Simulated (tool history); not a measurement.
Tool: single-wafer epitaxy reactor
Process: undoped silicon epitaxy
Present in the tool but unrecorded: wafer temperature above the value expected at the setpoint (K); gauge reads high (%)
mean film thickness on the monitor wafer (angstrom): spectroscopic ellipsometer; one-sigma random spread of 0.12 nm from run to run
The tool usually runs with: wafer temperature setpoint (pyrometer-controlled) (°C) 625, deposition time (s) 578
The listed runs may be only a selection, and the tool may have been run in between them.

run   hour  wafer temperature setpoint (pyrometer-controlled) (°C)  deposition time (s)  wafers since the last listed run  hours since the last pyrometer calibration  hours since the gauge calibration  read-back reference wafer on the same gauge, thickness_nm  mean film thickness on the monitor wafer (angstrom)
  1    0.0                                                     625                  578                                 0                                      2121.0                              245.0                                                     51.175                                               432.52
  2   16.8                                                     625                  578                                39                                      2137.8                              261.8                                                     51.227                                               428.50
  3   34.8                                                     625                  578                                41                                      2155.8                              279.8                                                     51.147                                               428.50
  4   44.9                                                     625                  578                                23                                      2165.9                              289.9                                                     51.210                                               425.45
  5   59.2                                                     625                  578                                33                                      2180.2                              304.2                                                     51.132                                               425.39
  6   66.8                                                     625                  619                                17                                      2187.8                              311.8                                                     51.228                                               455.22
  7   80.5                                                     625                  619                                31                                      2201.5                              325.5                                                     51.169                                               455.87
  8   89.6                                                     625                  619                                21                                      2210.6                              334.6                                                     51.155                                               453.91
  9  120.8                                                     625                  578                                72                                      2241.8                              365.8                                                     51.177                                               423.41
 10  131.1                                                     625                  578                                24                                      2252.1                              376.1                                                     51.158                                               423.04
     139.9  -- gauge calibrated
     146.8  -- pyrometer calibrated
 11  147.3                                                     625                  578                                19                                         0.5                                7.4                                                     51.158                                               497.40
 12  160.2                                                     625                  578                                30                                        13.4                               20.3                                                     51.192                                               499.04
 13  169.4                                                     625                  578                                21                                        22.6                               29.5                                                     51.163                                               500.25
 14  182.4                                                     611                  466                                30                                        35.6                               42.5                                                     51.175                                               296.02
 15  217.1                                                     625                  500                                80                                        70.3                               77.2                                                     51.186                                               432.90
 16  233.3                                                     637                  624                                37                                        86.5                               93.4                                                     51.219                                               698.15
 17  239.7                                                     615                  578                                14                                        92.9                               99.8                                                     51.191                                               401.22
 18  246.6                                                     625                  578                                16                                        99.8                              106.7                                                     51.206                                               497.21
 19  260.8                                                     625                  647                                33                                       114.0                              120.9                                                     51.136                                               558.31
 20  267.8                                                     617                  684                                16                                       121.0                              127.9                                                     51.175                                               492.75
 21  285.3                                                     636                  615                                40                                       138.5                              145.4                                                     51.166                                               675.03
 22  302.1                                                     619                  677                                39                                       155.3                              162.2                                                     51.218                                               511.63

Each row is a separate what-if for the run after 22, all from the same tool condition, not one after another. Results?
  A  302.7                                                     625                  609                                 1                                       155.9                              162.8                                                          ?                                                    ?
  B  302.7                                                     617                  675                                 1                                       155.9                              162.8                                                          ?                                                    ?
  C  302.7                                                     625                  634                                 1                                       155.9                              162.8                                                          ?                                                    ?

run  read-back reference wafer on the same gauge, thickness_nm  mean film thickness on the monitor wafer (angstrom)
  A                                                     51.184                                               525.68
  B                                                     51.184                                               488.73
  C                                                     51.184                                               547.26
Take away the tool's hidden state, keep each run's random variation, and the runs would have read:
run  mean film thickness on the monitor wafer (angstrom)
  A                                               519.39
  B                                               482.78
  C                                               540.71
